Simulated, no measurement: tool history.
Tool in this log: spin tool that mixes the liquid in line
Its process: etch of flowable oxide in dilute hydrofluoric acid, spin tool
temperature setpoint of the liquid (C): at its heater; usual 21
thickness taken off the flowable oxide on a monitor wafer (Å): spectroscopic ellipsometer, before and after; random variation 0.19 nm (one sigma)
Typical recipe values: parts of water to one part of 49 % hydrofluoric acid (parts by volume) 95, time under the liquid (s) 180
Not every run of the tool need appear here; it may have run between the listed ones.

| run | day | temperature setpoint of the liquid (C) | parts of water to one part of 49 % hydrofluoric acid (parts by volume) | time under the liquid (s) | wafers since the last listed run | hours since the thermometer was replaced | hours since the hydrofluoric acid flow meter was replaced | hours since the gauge calibration | read-back film thickness of the flowable oxide reference wafer, read on the same gauge (nm) | thickness taken off the flowable oxide on a monitor wafer (Å) |
|---|---|---|---|---|---|---|---|---|---|---|
| 1 | 0 | 19 | 95 | 180 | 0 | 1598.6 | 2124.5 | 116.7 | 39.98 | 446.3 |
| 2 | 0.912 | 19 | 95 | 180 | 142 | 1620.5 | 2146.4 | 138.6 | 39.96 | 448 |
| 3 | 2.792 | 19 | 95 | 180 | 293 | 1665.6 | 2191.5 | 183.7 | 40.02 | 449 |
| 4 | 3.271 | 17 | 95 | 180 | 74 | 1677.1 | 2203 | 195.2 | 39.98 | 414.8 |
| 5 | 3.775 | 21 | 95 | 135 | 78 | 1689.2 | 2215.1 | 207.3 | 39.95 | 365.8 |
| 6 | 4.325 | 21 | 95 | 135 | 86 | 1702.4 | 2228.3 | 220.5 | 39.99 | 368.8 |
| 7 | 4.646 | 21 | 95 | 180 | 50 | 1710.1 | 2236 | 228.2 | 39.97 | 488.8 |
| 8 | 5.238 | 21 | 95 | 180 | 92 | 1724.3 | 2250.2 | 242.4 | 40.01 | 485.7 |
| 9 | 5.929 | 21 | 95 | 180 | 108 | 1740.9 | 2266.8 | 259 | 40.02 | 490.7 |
| 10 | 7.9 | 21 | 95 | 180 | 308 | 1788.2 | 2314.1 | 306.3 | 40.01 | 489.6 |
| 11 | 8.408 | 21 | 95 | 180 | 79 | 1800.4 | 2326.3 | 318.5 | 39.96 | 487.6 |
|  | 8.658 | thermometer replaced |
| 12 | 8.754 | 21 | 95 | 180 | 47 | 2.3 | 2334.6 | 326.8 | 40.02 | 484.9 |
|  | 8.879 | gauge calibrated |
|  | 10.154 | hydrofluoric acid flow meter replaced |
| 13 | 11.004 | 21 | 95 | 180 | 345 | 56.3 | 20.4 | 51 | 40.02 | 485.8 |
| 14 | 11.608 | 21 | 95 | 180 | 94 | 70.8 | 34.9 | 65.5 | 39.96 | 489.1 |
| 15 | 12.046 | 21 | 95 | 180 | 68 | 81.3 | 45.4 | 76 | 39.99 | 485.7 |
| 16 | 12.742 | 23.5 | 95 | 95 | 108 | 98 | 62.1 | 92.7 | 40 | 285.2 |
| 17 | 13.279 | 21 | 135 | 180 | 84 | 110.9 | 75 | 105.6 | 40 | 329.7 |
| 18 | 13.65 | 21 | 95 | 125 | 57 | 119.8 | 83.9 | 114.5 | 39.99 | 337.5 |
| 19 | 15.408 | 21 | 95 | 140 | 275 | 162 | 126.1 | 156.7 | 40.01 | 375.9 |
| 20 | 15.808 | 25.5 | 80 | 250 | 62 | 171.6 | 135.7 | 166.3 | 40 | 986.3 |
| 21 | 16.1 | 21 | 65 | 180 | 45 | 178.6 | 142.7 | 173.3 | 39.97 | 739.3 |
| 22 | 16.771 | 21 | 95 | 230 | 104 | 194.7 | 158.8 | 189.4 | 40.03 | 624.7 |
| 23 | 17.521 | 21 | 95 | 180 | 117 | 212.7 | 176.8 | 207.4 | 40.01 | 488.1 |
| 24 | 17.975 | 21 | 95 | 180 | 71 | 223.6 | 187.7 | 218.3 | 40.02 | 487.8 |
| 25 | 18.342 | 19.5 | 75 | 180 | 57 | 232.4 | 196.5 | 227.1 | 40.02 | 597.1 |
| 26 | 18.792 | 21 | 95 | 180 | 70 | 243.2 | 207.3 | 237.9 | 39.97 | 485 |
| 27 | 19.242 | 21 | 95 | 180 | 70 | 254 | 218.1 | 248.7 | 39.99 | 490 |
| 28 | 19.583 | 17 | 135 | 110 | 53 | 262.2 | 226.3 | 256.9 | 39.99 | 170 |
| 29 | 20.083 | 26 | 110 | 95 | 78 | 274.2 | 238.3 | 268.9 | 40 | 267.4 |
| 30 | 20.604 | 21 | 80 | 110 | 81 | 286.7 | 250.8 | 281.4 | 40 | 362.4 |
| 31 | 20.892 | 24 | 95 | 180 | 44 | 293.6 | 257.7 | 288.3 | 40 | 553.3 |
| 32 | 21.508 | 23 | 65 | 135 | 96 | 308.4 | 272.5 | 303.1 | 39.96 | 601.6 |
| 33 | 21.942 | 21 | 135 | 235 | 67 | 318.8 | 282.9 | 313.5 | 40 | 431 |

Forecast each of these 5 alternatives for the next run:
| A | 21.962 | 21 | 95 | 180 | 3 | 319.3 | 283.4 | 314 | ? | ? |
| B | 21.962 | 25 | 65 | 275 | 3 | 319.3 | 283.4 | 314 | ? | ? |
| C | 21.962 | 21 | 130 | 90 | 3 | 319.3 | 283.4 | 314 | ? | ? |
| D | 21.962 | 22.5 | 60 | 100 | 3 | 319.3 | 283.4 | 314 | ? | ? |
| E | 21.962 | 21 | 125 | 135 | 3 | 319.3 | 283.4 | 314 | ? | ? |

| run | read-back film thickness of the flowable oxide reference wafer, read on the same gauge (nm) | thickness taken off the flowable oxide on a monitor wafer (Å) |
|---|---|---|
| A | 39.99 | 491.1 |
| B | 39.99 | 1338.6 |
| C | 39.99 | 172.5 |
| D | 39.99 | 479.3 |
| E | 39.99 | 270.6 |
With the hidden condition removed and each run's random variation left untouched, the same runs would have given:
| run | thickness taken off the flowable oxide on a monitor wafer (Å) |
|---|---|
| A | 491.1 |
| B | 1338.6 |
| C | 172.5 |
| D | 479.3 |
| E | 270.6 |

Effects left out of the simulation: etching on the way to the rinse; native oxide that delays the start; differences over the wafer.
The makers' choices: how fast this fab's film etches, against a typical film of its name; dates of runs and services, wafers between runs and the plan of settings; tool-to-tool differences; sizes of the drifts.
